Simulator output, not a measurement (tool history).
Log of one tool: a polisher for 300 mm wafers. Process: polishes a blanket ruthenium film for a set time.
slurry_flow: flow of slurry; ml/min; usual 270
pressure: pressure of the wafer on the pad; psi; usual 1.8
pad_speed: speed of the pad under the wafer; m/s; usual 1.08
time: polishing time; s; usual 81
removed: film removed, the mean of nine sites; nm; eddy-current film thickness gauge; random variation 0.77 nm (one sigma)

run	hour	slurry_flow	pressure	pad_speed	time	wafers since the last listed run	wafers polished on this pad	hours since the slurry nozzle was cleaned	hours since the head pressure was calibrated	incoming thickness of the incoming film, nm	removed
1	0	270	1.8	1.08	81	0	64	251	255.2	489	69.1
2	17.6	270	1.8	1.08	81	164	229	268.6	272.8	493.9	71.7
3	24.8	270	1.8	1.08	81	67	296	275.8	280	485.5	71.4
4	30.9	270	1.8	1.08	81	57	353	281.9	286.1	492.5	71.1
5	39	270	1.8	1.08	81	75	429	290	294.2	496.6	70.1
6	48.1	270	1.8	1.08	95	85	514	299.1	303.3	494.3	82.4
7	60.9	270	1.8	1.08	81	119	634	311.9	316.1	484.5	70.4
8	67.4	290	1.8	1.08	81	60	695	318.4	322.6	486.3	69.1
# hour 73.7: worn pad replaced by a new one
9	82	290	1.8	1.08	81	99	77	333	337.2	488.1	71.3
10	92.9	290	1.8	1.08	81	102	180	343.9	348.1	487.5	71.3
11	103.9	270	1.8	1.08	81	103	283	354.9	359.1	488.5	70.3
12	120.9	270	1.8	1.08	81	159	442	371.9	376.1	487.4	69.7
13	131.8	270	1.8	1.08	90	102	544	382.8	387	489.9	78
14	144.7	270	1.8	1.08	90	120	665	395.7	399.9	494.2	79.8
# hour 153.2: worn pad replaced by a new one
15	159.4	270	1.8	1.08	90	100	58	410.4	414.6	488.1	80.4
# hour 160.5: slurry nozzle cleaned
16	169.5	270	1.8	1.08	81	85	143	9	424.7	497.1	70.3
17	184	225	1.6	0.96	71	135	279	23.5	439.2	490.5	49.6
18	192.8	200	2.2	0.86	55	82	361	32.3	448	490.8	44.3
19	204.1	180	2.1	1.08	89	105	467	43.6	459.3	498.3	82.5
# hour 206.5: head pressure recalibrated
20	220.7	330	2.3	1.26	59	136	604	60.2	14.2	490.1	73.4
# hour 230.5: worn pad replaced by a new one
21	233	270	1.6	1.08	81	77	23	72.5	26.5	495.8	65.3
22	250	270	1.8	1.08	81	159	183	89.5	43.5	491.1	70.5
23	265.1	270	1.8	1.24	66	141	324	104.6	58.6	490.2	65.2
24	275.3	340	1.8	1.44	81	95	420	114.8	68.8	479.1	92.4
25	284.4	355	1.5	1.08	91	85	505	123.9	77.9	486.2	71
26	296.3	270	1.8	1.44	72	111	616	135.8	89.8	482.6	82
27	304	270	1.8	1.08	81	72	689	143.5	97.5	498.8	69.5
28	311.1	270	1.5	0.98	81	66	755	150.6	104.6	484.7	56.7
# hour 324.6: worn pad replaced by a new one
29	325	340	1.8	0.9	81	92	3	164.5	118.5	490.5	62
30	333.8	225	1.6	0.96	71	82	86	173.3	127.3	491.2	50.8
31	342.8	305	2.3	1.38	104	84	170	182.3	136.3	493.2	140.2
32	351.6	270	1.8	1.08	71	82	252	191.1	145.1	486.3	60.5

Hidden state at the last listed run before each entry between runs and at the first one after, where it differs:
Between runs 8 and 9: worn pad replaced by a new one (hour 73.7)
  no hidden state differs between the two runs
Between runs 14 and 15: worn pad replaced by a new one (hour 153.2)
  no hidden state differs between the two runs
Between runs 15 and 16: slurry nozzle cleaned (hour 160.5)
  no hidden state differs between the two runs
Between runs 19 and 20: head pressure recalibrated (hour 206.5)
  no hidden state differs between the two runs
Between runs 20 and 21: worn pad replaced by a new one (hour 230.5)
  no hidden state differs between the two runs
Between runs 28 and 29: worn pad replaced by a new one (hour 324.6)
  no hidden state differs between the two runs
